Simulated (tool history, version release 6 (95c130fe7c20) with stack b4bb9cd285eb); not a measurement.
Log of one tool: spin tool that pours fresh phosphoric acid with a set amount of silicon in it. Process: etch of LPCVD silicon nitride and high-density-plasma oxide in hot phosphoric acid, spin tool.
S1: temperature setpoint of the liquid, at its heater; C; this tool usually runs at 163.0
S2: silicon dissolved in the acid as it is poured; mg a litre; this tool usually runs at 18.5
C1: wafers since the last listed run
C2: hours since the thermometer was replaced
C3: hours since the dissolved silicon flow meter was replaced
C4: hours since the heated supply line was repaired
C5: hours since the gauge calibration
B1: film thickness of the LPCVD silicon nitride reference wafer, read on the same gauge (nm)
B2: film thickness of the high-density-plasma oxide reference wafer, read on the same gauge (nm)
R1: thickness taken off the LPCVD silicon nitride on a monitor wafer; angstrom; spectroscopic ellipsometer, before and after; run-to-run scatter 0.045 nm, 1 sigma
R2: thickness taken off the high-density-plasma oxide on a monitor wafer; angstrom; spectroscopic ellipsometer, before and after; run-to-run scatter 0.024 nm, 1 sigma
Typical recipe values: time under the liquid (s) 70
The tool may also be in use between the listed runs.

Run 1, hour 0.0: usual settings; C1 0; C2 648.7; C3 1321.7; C4 549.8; C5 617.1; B1 130.00; B2 69.966. Result: R1 65.1 angstrom, R2 1.72 angstrom.
Run 2, hour 80.0: usual settings; C1 1168; C2 728.7; C3 1401.7; C4 629.8; C5 697.1; B1 130.00; B2 69.991. Result: R1 64.7 angstrom, R2 1.65 angstrom.
Run 3, hour 126.1: usual settings; C1 673; C2 774.8; C3 1447.8; C4 675.9; C5 743.2; B1 129.99; B2 70.000. Result: R1 65.1 angstrom, R2 2.08 angstrom.
At hour 172.4: gauge calibrated.
Run 4, hour 229.9: usual settings; C1 1516; C2 878.6; C3 1551.6; C4 779.7; C5 57.5; B1 130.02; B2 70.035. Result: R1 64.6 angstrom, R2 1.68 angstrom.
Run 5, hour 299.8: usual settings; C1 1021; C2 948.5; C3 1621.5; C4 849.6; C5 127.4; B1 130.02; B2 69.997. Result: R1 64.4 angstrom, R2 1.63 angstrom.
Run 6, hour 353.4: usual settings; C1 783; C2 1002.1; C3 1675.1; C4 903.2; C5 181.0; B1 130.02; B2 70.012. Result: R1 63.0 angstrom, R2 1.48 angstrom.
Run 7, hour 396.9: usual settings; C1 635; C2 1045.6; C3 1718.6; C4 946.7; C5 224.5; B1 129.99; B2 69.988. Result: R1 64.1 angstrom, R2 1.45 angstrom.
At hour 406.1: dissolved silicon flow meter replaced.
Run 8, hour 460.5: usual settings; C1 914; C2 1109.2; C3 54.4; C4 1010.3; C5 288.1; B1 129.99; B2 70.015. Result: R1 62.9 angstrom, R2 1.30 angstrom.
Run 9, hour 499.6: usual settings; C1 571; C2 1148.3; C3 93.5; C4 1049.4; C5 327.2; B1 129.98; B2 69.990. Result: R1 62.8 angstrom, R2 1.84 angstrom.
Run 10, hour 548.6: usual settings but S1 161.5 C, S2 26.5 mg a litre, time under the liquid (s) 35; C1 715; C2 1197.3; C3 142.5; C4 1098.4; C5 376.2; B1 129.99; B2 70.026. Result: R1 29.7 angstrom, R2 0.64 angstrom.
Run 11, hour 601.4: usual settings but S2 12.5 mg a litre; C1 771; C2 1250.1; C3 195.3; C4 1151.2; C5 429.0; B1 129.98; B2 70.030. Result: R1 61.7 angstrom, R2 2.36 angstrom.
Run 12, hour 676.7: usual settings but S1 164.5 C, S2 24.5 mg a litre, time under the liquid (s) 85; C1 1100; C2 1325.4; C3 270.6; C4 1226.5; C5 504.3; B1 129.97; B2 69.972. Result: R1 78.9 angstrom, R2 1.66 angstrom.
Run 13, hour 772.0: usual settings; C1 1392; C2 1420.7; C3 365.9; C4 1321.8; C5 599.6; B1 130.03; B2 70.010. Result: R1 61.0 angstrom, R2 1.55 angstrom.
Run 14, hour 863.7: usual settings but S1 165.5 C; C1 1339; C2 1512.4; C3 457.6; C4 1413.5; C5 691.3; B1 129.99; B2 70.022. Result: R1 66.1 angstrom, R2 1.77 angstrom.
At hour 892.7: gauge calibrated.
At hour 948.8: thermometer replaced.
At hour 949.6: heated supply line repaired.
Run 15, hour 951.4: usual settings but S1 160.5 C, S2 29.0 mg a litre, time under the liquid (s) 50; C1 1255; C2 2.6; C3 545.3; C4 1.8; C5 58.7; B1 129.97; B2 70.002. Result: R1 45.0 angstrom, R2 0.94 angstrom.
Run 16, hour 1028.9: usual settings but time under the liquid (s) 35; C1 1132; C2 80.1; C3 622.8; C4 79.3; C5 136.2; B1 130.02; B2 70.029. Result: R1 34.0 angstrom, R2 0.91 angstrom.
Run 17, hour 1111.0: usual settings; C1 1199; C2 162.2; C3 704.9; C4 161.4; C5 218.3; B1 130.03; B2 69.994. Result: R1 68.6 angstrom, R2 1.89 angstrom.
Run 18, hour 1206.2: usual settings but S1 165.5 C, S2 12.0 mg a litre, time under the liquid (s) 90; C1 1391; C2 257.4; C3 800.1; C4 256.6; C5 313.5; B1 129.99; B2 69.992. Result: R1 94.6 angstrom, R2 4.00 angstrom.
Run 19, hour 1308.0: usual settings but S2 26.0 mg a litre; C1 1487; C2 359.2; C3 901.9; C4 358.4; C5 415.3; B1 129.99; B2 69.984. Result: R1 67.2 angstrom, R2 1.26 angstrom.

Branching from run 19: 3 alternative next runs. What would each branch give?
Run A, hour 1308.4: usual settings but S1 161.0 C; C1 5; C2 359.6; C3 902.3; C4 358.8; C5 415.7; B1 ?; B2 ?. Result: R1 ?, R2 ?.
Run B, hour 1308.4: usual settings but S1 166.0 C, S2 9.0 mg a litre, time under the liquid (s) 95; C1 5; C2 359.6; C3 902.3; C4 358.8; C5 415.7; B1 ?; B2 ?. Result: R1 ?, R2 ?.
Run C, hour 1308.4: usual settings but time under the liquid (s) 90; C1 5; C2 359.6; C3 902.3; C4 358.8; C5 415.7; B1 ?; B2 ?. Result: R1 ?, R2 ?.

run      B1      B2     R1    R2
  A  130.02  70.010   62.6  2.02
  B  130.02  70.010  100.3  4.98
  C  130.02  70.010   86.0  3.01
Take away the tool's hidden state, keep each run's random variation, and the runs would have read:
run     R1    R2
  A   64.7  2.17
  B  103.7  5.35
  C   89.0  3.24
